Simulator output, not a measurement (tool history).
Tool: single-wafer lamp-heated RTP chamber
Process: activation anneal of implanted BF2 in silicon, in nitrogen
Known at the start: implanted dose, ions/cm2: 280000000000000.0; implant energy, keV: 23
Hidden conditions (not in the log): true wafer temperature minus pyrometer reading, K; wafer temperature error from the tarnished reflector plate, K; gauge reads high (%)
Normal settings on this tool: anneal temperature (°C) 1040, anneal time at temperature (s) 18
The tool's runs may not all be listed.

| run | hour | anneal temperature (°C) | anneal time at temperature (s) | wafers since the last listed run | wafers since the last pyrometer calibration | wafers since the reflector plate was cleaned | hours since the gauge calibration | read-back reference wafer on the same gauge, sheet resistance | sheet resistance of the implanted and annealed layer (ohm/square) |
|---|---|---|---|---|---|---|---|---|---|
| 1 | 0.0 | 1040 | 18 | 0 | 651 | 1997 | 269.8 | 419.54 | 361.30 |
| 2 | 60.2 | 1040 | 18 | 743 | 1394 | 2740 | 330.0 | 419.24 | 360.38 |
| 3 | 103.5 | 1040 | 18 | 534 | 1929 | 3274 | 373.3 | 419.24 | 360.59 |
|  | 151.3 | pyrometer window cleaned and pyrometer calibrated |
| 4 | 151.8 | 1021 | 18 | 497 | 6 | 3772 | 421.6 | 418.60 | 361.43 |
| 5 | 218.9 | 1021 | 18 | 828 | 834 | 4600 | 488.7 | 418.27 | 360.50 |
| 6 | 244.9 | 1021 | 18 | 320 | 1155 | 4921 | 514.7 | 418.09 | 360.31 |
| 7 | 282.4 | 1040 | 18 | 462 | 1618 | 5384 | 552.2 | 417.78 | 359.17 |
| 8 | 339.6 | 1029 | 18 | 706 | 2325 | 6091 | 609.4 | 417.14 | 359.85 |
|  | 406.8 | pyrometer window cleaned and pyrometer calibrated |
| 9 | 407.3 | 1061 | 25 | 737 | 5 | 6828 | 677.1 | 417.00 | 353.18 |
| 10 | 434.4 | 1032 | 14 | 334 | 340 | 7162 | 704.2 | 416.78 | 360.14 |
|  | 488.5 | reflector plate cleaned |
| 11 | 504.4 | 1040 | 18 | 765 | 1105 | 195 | 774.2 | 416.55 | 358.06 |
| 12 | 559.6 | 1022 | 22 | 681 | 1787 | 877 | 829.4 | 415.93 | 358.37 |
|  | 601.5 | gauge calibrated |
| 13 | 605.8 | 1056 | 9 | 570 | 2357 | 1447 | 4.3 | 420.73 | 364.71 |
|  | 666.4 | pyrometer window cleaned and pyrometer calibrated |
| 14 | 672.7 | 1040 | 18 | 727 | 77 | 2175 | 71.2 | 420.08 | 360.33 |
| 15 | 728.4 | 1027 | 18 | 687 | 765 | 2862 | 126.9 | 419.97 | 361.54 |
| 16 | 780.0 | 1040 | 18 | 637 | 1402 | 3499 | 178.5 | 419.62 | 360.41 |
| 17 | 828.4 | 1065 | 11 | 597 | 1999 | 4097 | 226.9 | 419.20 | 361.09 |

Alternative continuations, all from the tool just after run 17; predict every row:
| A | 828.8 | 1040 | 18 | 4 | 2004 | 4102 | 227.3 | ? | ? |
| B | 828.8 | 1060 | 13 | 4 | 2004 | 4102 | 227.3 | ? | ? |
| C | 828.8 | 1019 | 28 | 4 | 2004 | 4102 | 227.3 | ? | ? |
| D | 828.8 | 1049 | 18 | 4 | 2004 | 4102 | 227.3 | ? | ? |

| run | read-back reference wafer on the same gauge, sheet resistance | sheet resistance of the implanted and annealed layer (ohm/square) |
|---|---|---|
| A | 419.00 | 361.01 |
| B | 419.00 | 361.28 |
| C | 419.00 | 359.88 |
| D | 419.00 | 360.02 |
The same runs, with their run-to-run variation unchanged, on a tool lacking any hidden condition would have given:
| run | sheet resistance of the implanted and annealed layer (ohm/square) |
|---|---|
| A | 362.51 |
| B | 362.78 |
| C | 361.37 |
| D | 361.52 |
